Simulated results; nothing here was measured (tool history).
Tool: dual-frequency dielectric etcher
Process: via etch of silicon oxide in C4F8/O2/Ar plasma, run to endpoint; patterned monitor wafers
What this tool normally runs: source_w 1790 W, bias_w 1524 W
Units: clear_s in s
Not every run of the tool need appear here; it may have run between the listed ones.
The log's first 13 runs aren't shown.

run,hour,source_w,bias_w,wafers since the last listed run,hours since the last wet clean,hours since the last source power generator calibration,hours since the last bias power generator calibration,hours since the last upper electrode change,"incoming incoming film thickness, nm",clear_s
14,185.4,1790,1524,42,12.9,2652.7,29.7,96.7,1712.8,394.7
15,192.7,1400,1635,31,20.2,2660.0,37.0,104.0,1687.6,412.2
16,205.5,1550,1303,56,33.0,2672.8,49.8,116.8,1686.3,413.4
17,212.1,1790,1335,28,39.6,2679.4,56.4,123.4,1688.9,395.1
18,221.2,1920,1410,39,48.7,2688.5,65.5,132.5,1694.2,387.0
# hour 240.5: source power generator calibrated
19,241.0,1410,1691,69,68.5,0.5,85.3,152.3,1675.2,406.7
20,254.4,1370,1524,58,81.9,13.9,98.7,165.7,1700.2,421.5
21,270.1,1600,1387,68,97.6,29.6,114.4,181.4,1705.3,405.7
22,276.3,1790,1524,27,103.8,35.8,120.6,187.6,1680.6,380.2
23,289.6,2010,1867,58,117.1,49.1,133.9,200.9,1690.1,358.8
24,300.3,2180,1771,46,127.8,59.8,144.6,211.6,1705.0,350.2
25,315.0,1790,1524,64,142.5,74.5,159.3,226.3,1676.1,375.7
26,330.0,1370,1782,65,157.5,89.5,174.3,241.3,1680.3,398.2
27,346.1,1600,1345,70,173.6,105.6,190.4,257.4,1716.5,409.7
28,363.7,1790,1819,77,191.2,123.2,208.0,275.0,1679.6,364.5
29,379.8,2050,1802,70,207.3,139.3,224.1,291.1,1691.7,355.3
30,391.9,1790,1856,52,219.4,151.4,236.2,303.2,1687.9,367.6
31,401.1,2010,1875,40,228.6,160.6,245.4,312.4,1699.9,355.1
32,411.7,2050,1649,46,239.2,171.2,256.0,323.0,1702.7,358.7
33,425.9,1650,1902,62,253.4,185.4,270.2,337.2,1695.1,375.2
34,432.7,1660,1634,29,260.2,192.2,277.0,344.0,1691.4,385.6

Each row is a separate what-if for the run after 34, all from the same tool condition, not one after another. Results?
A,433.2,1790,1524,2,260.7,192.7,277.5,344.5,1677.1,?
B,433.2,2060,1524,2,260.7,192.7,277.5,344.5,1677.1,?
C,433.2,1410,1524,2,260.7,192.7,277.5,344.5,1677.1,?
D,433.2,1530,1372,2,260.7,192.7,277.5,344.5,1677.1,?
E,433.2,1570,1243,2,260.7,192.7,277.5,344.5,1677.1,?

run,clear_s
A,376.6
B,360.7
C,403.6
D,400.7
E,403.4
Take away the tool's hidden state, keep each run's random variation, and the runs would have read:
run,clear_s
A,385.9
B,369.7
C,413.6
D,410.7
E,413.4
